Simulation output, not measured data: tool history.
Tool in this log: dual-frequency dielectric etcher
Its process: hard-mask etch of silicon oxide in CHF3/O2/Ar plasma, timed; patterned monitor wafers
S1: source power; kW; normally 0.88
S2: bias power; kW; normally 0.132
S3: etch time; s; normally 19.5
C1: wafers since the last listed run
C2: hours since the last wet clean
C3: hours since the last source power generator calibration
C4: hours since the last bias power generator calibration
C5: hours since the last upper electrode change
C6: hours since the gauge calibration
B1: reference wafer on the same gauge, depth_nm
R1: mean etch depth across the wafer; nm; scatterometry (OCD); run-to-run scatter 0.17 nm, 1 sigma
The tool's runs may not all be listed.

run,hour,S1,S2,S3,C1,C2,C3,C4,C5,C6,B1,R1
1,0,0.88,0.132,19.5,0,145.9,1788.6,3427.3,2229.1,1238.9,32.4,39.65
2,62.6,0.88,0.132,19.5,1168,208.5,1851.2,3489.9,2291.7,1301.5,32.4,39.51
3,96.2,0.88,0.132,19.5,627,242.1,1884.8,3523.5,2325.3,1335.1,32.33,39.56
4,157.2,0.88,0.141,15,1138,303.1,1945.8,3584.5,2386.3,1396.1,32.33,31.14
5,222.7,0.93,0.132,19.5,1222,368.6,2011.3,3650,2451.8,1461.6,32.41,40.67
6,247.5,0.88,0.119,19.5,462,393.4,2036.1,3674.8,2476.6,1486.4,32.37,38.13
# hour 255.5: bias power generator calibrated
# hour 257.1: source power generator calibrated
# hour 282.1: wet clean of the chamber
7,316.9,0.88,0.119,19.5,742,34.8,59.8,61.4,2546,1555.8,32.41,38.35
8,387.4,0.88,0.119,19.5,1316,105.3,130.3,131.9,2616.5,1626.3,32.38,38.29
9,429.5,0.88,0.125,18,785,147.4,172.4,174,2658.6,1668.4,32.41,35.57
10,484.3,0.88,0.132,19.5,1022,202.2,227.2,228.8,2713.4,1723.2,32.43,39.7
# hour 588.6: upper electrode replaced
11,644.6,0.88,0.132,19.5,2544,362.5,387.5,389.1,56,1883.5,32.4,39.79
# hour 692.5: wet clean of the chamber
12,714.2,1.01,0.102,22,851,21.7,457.1,458.7,125.6,1953.1,32.37,43.77
13,759.4,0.73,0.132,21.5,843,66.9,502.3,503.9,170.8,1998.3,32.43,39.19
14,825,0.7,0.132,19.5,1224,132.5,567.9,569.5,236.4,2063.9,32.42,34.6
15,875.2,0.76,0.132,15,937,182.7,618.1,619.7,286.6,2114.1,32.4,28.16
16,900.1,0.88,0.165,19.5,464,207.6,643,644.6,311.5,2139,32.47,43.2
17,927.1,0.88,0.132,19.5,504,234.6,670,671.6,338.5,2166,32.45,39.87
# hour 987.7: gauge calibrated
18,994.8,0.79,0.16,22,1263,302.3,737.7,739.3,406.2,7.1,32.41,45.24
19,1027.1,0.88,0.132,19.5,602,334.6,770,771.6,438.5,39.4,32.44,39.77
# hour 1113.5: wet clean of the chamber
20,1114,0.88,0.132,19.5,1174,0.5,856.9,858.5,525.4,126.3,32.37,39.86
21,1163,0.77,0.147,19.5,914,49.5,905.9,907.5,574.4,175.3,32.45,38.31
22,1209.3,0.95,0.112,19.5,864,95.8,952.2,953.8,620.7,221.6,32.45,39.16
23,1249.5,0.88,0.132,17,750,136,992.4,994,660.9,261.8,32.38,34.83
24,1282.2,0.88,0.132,17.5,610,168.7,1025.1,1026.7,693.6,294.5,32.38,35.79
25,1316.1,0.88,0.148,19.5,632,202.6,1059,1060.6,727.5,328.4,32.4,41.48
26,1342.6,0.88,0.132,19.5,494,229.1,1085.5,1087.1,754,354.9,32.41,39.91
27,1412.7,1.09,0.119,25,1308,299.2,1155.6,1157.2,824.1,425,32.41,54.86
28,1449.6,0.88,0.143,19.5,688,336.1,1192.5,1194.1,861,461.9,32.37,40.96
# hour 1474.4: wet clean of the chamber
29,1521.2,0.88,0.132,19.5,888,46.8,1264.1,1265.7,932.6,533.5,32.39,39.78
30,1561.5,1.08,0.102,24.5,752,87.1,1304.4,1306,972.9,573.8,32.4,50.86

4 ways to go on from here, each from the tool as it stands after run 30. What would each give?
A,1561.9,0.88,0.1,19.5,7,87.5,1304.8,1306.4,973.3,574.2,?,?
B,1561.9,1.03,0.132,17,7,87.5,1304.8,1306.4,973.3,574.2,?,?
C,1561.9,0.82,0.153,19.5,7,87.5,1304.8,1306.4,973.3,574.2,?,?
D,1561.9,0.82,0.121,15.5,7,87.5,1304.8,1306.4,973.3,574.2,?,?

run,B1,R1
A,32.37,36.17
B,32.37,37.8
C,32.37,40.48
D,32.37,29.55
The same runs, with their run-to-run variation unchanged, on a tool lacking any hidden condition would have given:
run,R1
A,36.17
B,37.8
C,40.48
D,29.55
